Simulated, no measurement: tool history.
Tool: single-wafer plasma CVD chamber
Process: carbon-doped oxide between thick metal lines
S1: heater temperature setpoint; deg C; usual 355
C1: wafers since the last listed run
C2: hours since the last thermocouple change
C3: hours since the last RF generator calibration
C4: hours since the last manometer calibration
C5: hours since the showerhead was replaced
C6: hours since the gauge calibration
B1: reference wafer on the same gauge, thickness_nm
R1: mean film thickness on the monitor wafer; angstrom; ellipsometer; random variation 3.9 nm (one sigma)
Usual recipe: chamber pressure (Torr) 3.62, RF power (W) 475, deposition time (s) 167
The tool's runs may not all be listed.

Run 1, day 0.000: usual settings; C1 0; C2 551.9; C3 1552.0; C4 665.0; C5 1505.4; C6 253.2; B1 952.971. Result: R1 8903.10 angstrom.
Run 2, day 2.488: usual settings; C1 669; C2 611.6; C3 1611.7; C4 724.7; C5 1565.1; C6 312.9; B1 954.039. Result: R1 8958.36 angstrom.
Run 3, day 3.992: usual settings; C1 404; C2 647.7; C3 1647.8; C4 760.8; C5 1601.2; C6 349.0; B1 954.565. Result: R1 8898.21 angstrom.
Run 4, day 9.638: usual settings; C1 1519; C2 783.2; C3 1783.3; C4 896.3; C5 1736.7; C6 484.5; B1 954.303. Result: R1 8990.86 angstrom.
Run 5, day 10.658: usual settings; C1 274; C2 807.7; C3 1807.8; C4 920.8; C5 1761.2; C6 509.0; B1 955.709. Result: R1 8835.56 angstrom.
Run 6, day 11.692: usual settings but chamber pressure (Torr) 4.26, deposition time (s) 183; C1 278; C2 832.5; C3 1832.6; C4 945.6; C5 1786.0; C6 533.8; B1 952.123. Result: R1 10080.60 angstrom.
Run 7, day 14.008: usual settings; C1 623; C2 888.1; C3 1888.2; C4 1001.2; C5 1841.6; C6 589.4; B1 952.051. Result: R1 8945.97 angstrom.
At day 15.075: thermocouple changed; heater temperature recalibrated.
At day 15.467: capacitance manometer re-zeroed and calibrated.
Run 8, day 16.883: usual settings but chamber pressure (Torr) 3.25, deposition time (s) 182; C1 594; C2 43.4; C3 1957.2; C4 34.0; C5 1910.6; C6 658.4; B1 953.275. Result: R1 9582.57 angstrom.
Run 9, day 18.783: usual settings; C1 511; C2 89.0; C3 2002.8; C4 79.6; C5 1956.2; C6 704.0; B1 953.738. Result: R1 9013.85 angstrom.
Run 10, day 20.654: usual settings; C1 503; C2 133.9; C3 2047.7; C4 124.5; C5 2001.1; C6 748.9; B1 953.960. Result: R1 8943.59 angstrom.
Run 11, day 22.875: usual settings but deposition time (s) 157; C1 597; C2 187.2; C3 2101.0; C4 177.8; C5 2054.4; C6 802.2; B1 954.632. Result: R1 8453.59 angstrom.
Run 12, day 25.425: usual settings but chamber pressure (Torr) 2.93; C1 686; C2 248.4; C3 2162.2; C4 239.0; C5 2115.6; C6 863.4; B1 952.360. Result: R1 8724.71 angstrom.
At day 25.942: RF generator calibrated.
Run 13, day 27.971: usual settings but deposition time (s) 145; C1 595; C2 309.5; C3 48.7; C4 300.1; C5 2176.7; C6 924.5; B1 952.872. Result: R1 7786.21 angstrom.
Run 14, day 30.800: usual settings but S1 364 deg C, RF power (W) 560; C1 761; C2 377.4; C3 116.6; C4 368.0; C5 2244.6; C6 992.4; B1 954.413. Result: R1 9730.39 angstrom.
Run 15, day 32.929: usual settings but S1 359 deg C, chamber pressure (Torr) 2.82, RF power (W) 535, deposition time (s) 190; C1 572; C2 428.5; C3 167.7; C4 419.1; C5 2295.7; C6 1043.5; B1 954.322. Result: R1 10505.22 angstrom.
Run 16, day 35.362: usual settings; C1 654; C2 486.9; C3 226.1; C4 477.5; C5 2354.1; C6 1101.9; B1 953.304. Result: R1 9007.42 angstrom.
Run 17, day 37.496: usual settings but S1 347 deg C, chamber pressure (Torr) 4.08, RF power (W) 535, deposition time (s) 184; C1 574; C2 538.1; C3 277.3; C4 528.7; C5 2405.3; C6 1153.1; B1 952.413. Result: R1 11177.35 angstrom.
Run 18, day 38.529: usual settings but deposition time (s) 141; C1 278; C2 562.9; C3 302.1; C4 553.5; C5 2430.1; C6 1177.9; B1 952.507. Result: R1 7560.55 angstrom.
At day 41.233: showerhead replaced.
Run 19, day 41.254: usual settings but S1 362 deg C, RF power (W) 545, deposition time (s) 185; C1 643; C2 628.3; C3 367.5; C4 618.9; C5 0.5; C6 1243.3; B1 953.769. Result: R1 10664.62 angstrom.
Run 20, day 42.871: usual settings but RF power (W) 550, deposition time (s) 193; C1 435; C2 667.1; C3 406.3; C4 657.7; C5 39.3; C6 1282.1; B1 954.711. Result: R1 11403.19 angstrom.
Run 21, day 44.846: usual settings but S1 359 deg C, chamber pressure (Torr) 4.21, deposition time (s) 197; C1 531; C2 714.5; C3 453.7; C4 705.1; C5 86.7; C6 1329.5; B1 953.254. Result: R1 10762.89 angstrom.
At day 46.288: gauge calibrated.
Run 22, day 47.500: usual settings; C1 714; C2 778.2; C3 517.4; C4 768.8; C5 150.4; C6 29.1; B1 953.904. Result: R1 8928.92 angstrom.
Run 23, day 49.238: usual settings; C1 467; C2 819.9; C3 559.1; C4 810.5; C5 192.1; C6 70.8; B1 954.832. Result: R1 8938.56 angstrom.
Run 24, day 50.979: usual settings but deposition time (s) 200; C1 468; C2 861.7; C3 600.9; C4 852.3; C5 233.9; C6 112.6; B1 952.716. Result: R1 10660.40 angstrom.
Run 25, day 52.371: usual settings; C1 374; C2 895.1; C3 634.3; C4 885.7; C5 267.3; C6 146.0; B1 953.766. Result: R1 8874.25 angstrom.
At day 52.729: capacitance manometer re-zeroed and calibrated.
Run 26, day 54.008: usual settings; C1 350; C2 934.4; C3 673.6; C4 30.7; C5 306.6; C6 185.3; B1 954.146. Result: R1 9038.10 angstrom.
At day 58.108: thermocouple changed; heater temperature recalibrated.
Run 27, day 59.742: usual settings; C1 1453; C2 39.2; C3 811.2; C4 168.3; C5 444.2; C6 322.9; B1 952.129. Result: R1 9051.09 angstrom.
Run 28, day 61.275: usual settings; C1 412; C2 76.0; C3 848.0; C4 205.1; C5 481.0; C6 359.7; B1 954.268. Result: R1 8973.25 angstrom.
Run 29, day 63.454: usual settings but RF power (W) 525, deposition time (s) 152; C1 586; C2 128.3; C3 900.3; C4 257.4; C5 533.3; C6 412.0; B1 954.744. Result: R1 8808.02 angstrom.

What if the next run were any one of these 3? Each begins from the tool's condition after run 29:
Run A, day 63.471: usual settings; C1 4; C2 128.7; C3 900.7; C4 257.8; C5 533.7; C6 412.4; B1 ?. Result: R1 ?.
Run B, day 63.471: usual settings but S1 351 deg C, RF power (W) 545, deposition time (s) 184; C1 4; C2 128.7; C3 900.7; C4 257.8; C5 533.7; C6 412.4; B1 ?. Result: R1 ?.
Run C, day 63.471: usual settings but S1 349 deg C, RF power (W) 505, deposition time (s) 150; C1 4; C2 128.7; C3 900.7; C4 257.8; C5 533.7; C6 412.4; B1 ?. Result: R1 ?.

run       B1        R1
  A  953.315   9019.38
  B  953.315  11007.42
  C  953.315   8591.34
With no hidden state in the tool, these same runs would have given:
run        R1
  A   9013.43
  B  11000.15
  C   8585.66
